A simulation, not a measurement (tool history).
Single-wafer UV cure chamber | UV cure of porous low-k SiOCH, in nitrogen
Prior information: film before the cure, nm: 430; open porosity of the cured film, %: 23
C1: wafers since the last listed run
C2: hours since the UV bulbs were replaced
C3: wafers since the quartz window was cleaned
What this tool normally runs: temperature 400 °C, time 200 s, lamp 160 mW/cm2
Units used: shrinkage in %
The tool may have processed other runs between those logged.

Run 1, hour 0: usual settings but temperature 390 °C, time 175 s; C1 0; C2 2571.5; C3 155. Result: shrinkage 12.73 %.
Run 2, hour 14.7: usual settings but temperature 390 °C, time 175 s; C1 102; C2 2586.2; C3 257. Result: shrinkage 12.54 %.
Run 3, hour 38: usual settings but lamp 149 mW/cm2; C1 162; C2 2609.5; C3 420. Result: shrinkage 12.812 %.
Run 4, hour 47.9: usual settings but lamp 177 mW/cm2; C1 69; C2 2619.4; C3 489. Result: shrinkage 13.779 %.
Run 5, hour 63.4: usual settings but lamp 177 mW/cm2; C1 108; C2 2634.9; C3 597. Result: shrinkage 13.881 %.
At hour 83.1: quartz window cleaned.
Run 6, hour 83.6: usual settings but lamp 177 mW/cm2; C1 85; C2 2655.1; C3 3. Result: shrinkage 13.228 %.
At hour 93.7: UV bulbs replaced.
Run 7, hour 94.2: usual settings but time 285 s; C1 18; C2 0.5; C3 21. Result: shrinkage 14.263 %.
Run 8, hour 104.6: usual settings but time 285 s; C1 72; C2 10.9; C3 94. Result: shrinkage 14.32 %.
At hour 141.8: quartz window cleaned, repeated, since the last time left the tool worse.
Run 9, hour 145.5: usual settings; C1 229; C2 51.8; C3 26. Result: shrinkage 13.741 %.
Run 10, hour 152.8: usual settings but lamp 191 mW/cm2; C1 50; C2 59.1; C3 76. Result: shrinkage 14.311 %.
Run 11, hour 172.7: usual settings but lamp 174 mW/cm2; C1 138; C2 79; C3 215. Result: shrinkage 13.869 %.
Run 12, hour 183.3: usual settings but temperature 389 °C, time 115 s; C1 73; C2 89.6; C3 289. Result: shrinkage 10.395 %.
Run 13, hour 192.1: usual settings but temperature 389 °C, time 115 s; C1 61; C2 98.4; C3 351. Result: shrinkage 10.426 %.
Run 14, hour 199.3: usual settings but time 115 s, lamp 181 mW/cm2; C1 50; C2 105.6; C3 401. Result: shrinkage 11.217 %.

What will run 15 give?
Run 15, hour 212.2: usual settings; C1 89; C2 118.5; C3 491. Result: shrinkage ?.

shrinkage: 13.223 %
The same run, on a tool lacking any hidden state, would have yielded shrinkage 13.652 %.
